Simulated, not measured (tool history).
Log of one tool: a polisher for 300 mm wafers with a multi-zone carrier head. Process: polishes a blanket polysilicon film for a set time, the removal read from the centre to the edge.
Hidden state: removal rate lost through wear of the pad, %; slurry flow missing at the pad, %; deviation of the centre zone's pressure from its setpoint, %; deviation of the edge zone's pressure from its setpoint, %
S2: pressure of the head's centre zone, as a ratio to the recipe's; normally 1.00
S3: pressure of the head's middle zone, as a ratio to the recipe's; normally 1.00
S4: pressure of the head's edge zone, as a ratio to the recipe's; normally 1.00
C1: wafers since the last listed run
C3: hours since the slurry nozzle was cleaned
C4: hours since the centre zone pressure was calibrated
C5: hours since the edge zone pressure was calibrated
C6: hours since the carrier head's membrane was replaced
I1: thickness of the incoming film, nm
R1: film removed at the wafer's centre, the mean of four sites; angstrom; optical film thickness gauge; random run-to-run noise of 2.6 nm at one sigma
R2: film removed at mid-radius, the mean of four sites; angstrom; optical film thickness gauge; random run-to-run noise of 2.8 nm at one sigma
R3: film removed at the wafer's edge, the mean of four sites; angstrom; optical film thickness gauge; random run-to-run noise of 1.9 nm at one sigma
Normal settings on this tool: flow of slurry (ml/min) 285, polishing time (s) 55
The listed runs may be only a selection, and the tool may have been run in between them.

Run 1, hour 0.0: usual settings but S3 1.08; C1 0; wafers polished on this pad 2499; C3 689.3; C4 32.1; C5 568.3; C6 1577.3; I1 1127.8. Result: R1 2337 angstrom, R2 2440 angstrom, R3 2351 angstrom.
At hour 5.9: worn pad replaced by a new one.
At hour 103.0: slurry nozzle cleaned.
Run 2, hour 103.5: usual settings but S2 0.93; C1 691; wafers polished on this pad 677; C3 0.5; C4 135.6; C5 671.8; C6 1680.8; I1 1134.2. Result: R1 2196 angstrom, R2 2357 angstrom, R3 2372 angstrom.
Run 3, hour 147.0: usual settings but S2 0.93; C1 305; wafers polished on this pad 983; C3 44.0; C4 179.1; C5 715.3; C6 1724.3; I1 1139.1. Result: R1 2154 angstrom, R2 2334 angstrom, R3 2336 angstrom.
Run 4, hour 183.1: usual settings but S2 0.93; C1 253; wafers polished on this pad 1236; C3 80.1; C4 215.2; C5 751.4; C6 1760.4; I1 1147.9. Result: R1 2212 angstrom, R2 2236 angstrom, R3 2362 angstrom.
Run 5, hour 262.5: usual settings; C1 557; wafers polished on this pad 1793; C3 159.5; C4 294.6; C5 830.8; C6 1839.8; I1 1131.3. Result: R1 2325 angstrom, R2 2261 angstrom, R3 2376 angstrom.
At hour 317.4: worn pad replaced by a new one.
At hour 322.4: centre zone pressure recalibrated.
Run 6, hour 352.2: usual settings; C1 587; wafers polished on this pad 229; C3 249.2; C4 29.8; C5 920.5; C6 1929.5; I1 1124.1. Result: R1 2326 angstrom, R2 2344 angstrom, R3 2375 angstrom.
Run 7, hour 392.3: usual settings; C1 281; wafers polished on this pad 511; C3 289.3; C4 69.9; C5 960.6; C6 1969.6; I1 1151.4. Result: R1 2334 angstrom, R2 2336 angstrom, R3 2355 angstrom.
Run 8, hour 436.3: usual settings but S2 1.09; C1 308; wafers polished on this pad 820; C3 333.3; C4 113.9; C5 1004.6; C6 2013.6; I1 1117.5. Result: R1 2463 angstrom, R2 2298 angstrom, R3 2367 angstrom.
Run 9, hour 486.8: usual settings but flow of slurry (ml/min) 310, S2 0.91, S3 1.08, S4 1.07; C1 354; wafers polished on this pad 1174; C3 383.8; C4 164.4; C5 1055.1; C6 2064.1; I1 1135.6. Result: R1 2194 angstrom, R2 2429 angstrom, R3 2459 angstrom.
At hour 528.6: carrier head's membrane replaced by a new one.
Run 10, hour 586.8: usual settings; C1 666; wafers polished on this pad 1841; C3 483.8; C4 264.4; C5 1155.1; C6 58.2; I1 1155.8. Result: R1 2371 angstrom, R2 2329 angstrom, R3 2357 angstrom.
At hour 633.1: edge zone pressure recalibrated.
Run 11, hour 646.5: usual settings; C1 405; wafers polished on this pad 2246; C3 543.5; C4 324.1; C5 13.4; C6 117.9; I1 1137.8. Result: R1 2331 angstrom, R2 2279 angstrom, R3 2373 angstrom.
At hour 653.4: worn pad replaced by a new one.
At hour 717.7: centre zone pressure recalibrated.
Run 12, hour 747.4: usual settings; C1 666; wafers polished on this pad 645; C3 644.4; C4 29.7; C5 114.3; C6 218.8; I1 1140.5. Result: R1 2325 angstrom, R2 2308 angstrom, R3 2390 angstrom.
At hour 793.8: slurry nozzle cleaned.
Run 13, hour 844.1: usual settings but flow of slurry (ml/min) 240, S2 0.97, polishing time (s) 68; C1 671; wafers polished on this pad 1317; C3 50.3; C4 126.4; C5 211.0; C6 315.5; I1 1113.6. Result: R1 2789 angstrom, R2 2805 angstrom, R3 2896 angstrom.
Run 14, hour 896.0: usual settings but S3 0.92, S4 1.09, polishing time (s) 36; C1 364; wafers polished on this pad 1681; C3 102.2; C4 178.3; C5 262.9; C6 367.4; I1 1133.2. Result: R1 1536 angstrom, R2 1451 angstrom, R3 1630 angstrom.
Run 15, hour 975.4: usual settings but S3 1.04, polishing time (s) 69; C1 557; wafers polished on this pad 2239; C3 181.6; C4 257.7; C5 342.3; C6 446.8; I1 1115.9. Result: R1 2996 angstrom, R2 2997 angstrom, R3 2966 angstrom.
At hour 1012.4: worn pad replaced by a new one.
Run 16, hour 1013.7: usual settings but polishing time (s) 67; C1 240; wafers polished on this pad 9; C3 219.9; C4 296.0; C5 380.6; C6 485.1; I1 1149.1. Result: R1 2853 angstrom, R2 2763 angstrom, R3 2900 angstrom.
Run 17, hour 1070.6: usual settings; C1 399; wafers polished on this pad 408; C3 276.8; C4 352.9; C5 437.5; C6 542.0; I1 1140.5. Result: R1 2335 angstrom, R2 2304 angstrom, R3 2349 angstrom.
At hour 1108.3: centre zone pressure recalibrated.
Run 18, hour 1174.4: usual settings but flow of slurry (ml/min) 320, S4 0.90; C1 714; wafers polished on this pad 1123; C3 380.6; C4 66.1; C5 541.3; C6 645.8; I1 1148.0. Result: R1 2377 angstrom, R2 2289 angstrom, R3 2290 angstrom.
Run 19, hour 1276.0: usual settings but polishing time (s) 67; C1 713; wafers polished on this pad 1836; C3 482.2; C4 167.7; C5 642.9; C6 747.4; I1 1122.0. Result: R1 2835 angstrom, R2 2809 angstrom, R3 2918 angstrom.
Run 20, hour 1335.6: usual settings but flow of slurry (ml/min) 205, S4 0.88, polishing time (s) 68; C1 418; wafers polished on this pad 2254; C3 541.8; C4 227.3; C5 702.5; C6 807.0; I1 1149.8. Result: R1 2814 angstrom, R2 2792 angstrom, R3 2673 angstrom.
At hour 1407.8: worn pad replaced by a new one.
Run 21, hour 1423.2: usual settings; C1 586; wafers polished on this pad 108; C3 629.4; C4 314.9; C5 790.1; C6 894.6; I1 1147.2. Result: R1 2323 angstrom, R2 2246 angstrom, R3 2356 angstrom.
At hour 1430.2: centre zone pressure recalibrated.
Run 22, hour 1495.1: usual settings but flow of slurry (ml/min) 230, S2 1.11, polishing time (s) 49; C1 490; wafers polished on this pad 598; C3 701.3; C4 64.9; C5 862.0; C6 966.5; I1 1135.9. Result: R1 2247 angstrom, R2 2024 angstrom, R3 2087 angstrom.

Below are 4 alternative next runs, each starting from the tool's condition after run 22. Predict each:
Run A, hour 1495.5: usual settings; C1 2; wafers polished on this pad 601; C3 701.7; C4 65.3; C5 862.4; C6 966.9; I1 1138.4. Result: R1 ?, R2 ?, R3 ?.
Run B, hour 1495.5: usual settings but S2 1.08; C1 2; wafers polished on this pad 601; C3 701.7; C4 65.3; C5 862.4; C6 966.9; I1 1138.4. Result: R1 ?, R2 ?, R3 ?.
Run C, hour 1495.5: usual settings but flow of slurry (ml/min) 220, S2 0.96, S3 0.92, S4 1.10; C1 2; wafers polished on this pad 601; C3 701.7; C4 65.3; C5 862.4; C6 966.9; I1 1138.4. Result: R1 ?, R2 ?, R3 ?.
Run D, hour 1495.5: usual settings but flow of slurry (ml/min) 205, S3 1.06, S4 0.97, polishing time (s) 70; C1 2; wafers polished on this pad 601; C3 701.7; C4 65.3; C5 862.4; C6 966.9; I1 1138.4. Result: R1 ?, R2 ?, R3 ?.

run    R1    R2    R3
  A  2323  2249  2361
  B  2489  2248  2361
  C  2173  2076  2426
  D  2842  2867  2880
Without the tool's unlogged condition, the same runs would have read:
run    R1    R2    R3
  A  2323  2249  2361
  B  2489  2248  2361
  C  2173  2076  2426
  D  2842  2867  2880

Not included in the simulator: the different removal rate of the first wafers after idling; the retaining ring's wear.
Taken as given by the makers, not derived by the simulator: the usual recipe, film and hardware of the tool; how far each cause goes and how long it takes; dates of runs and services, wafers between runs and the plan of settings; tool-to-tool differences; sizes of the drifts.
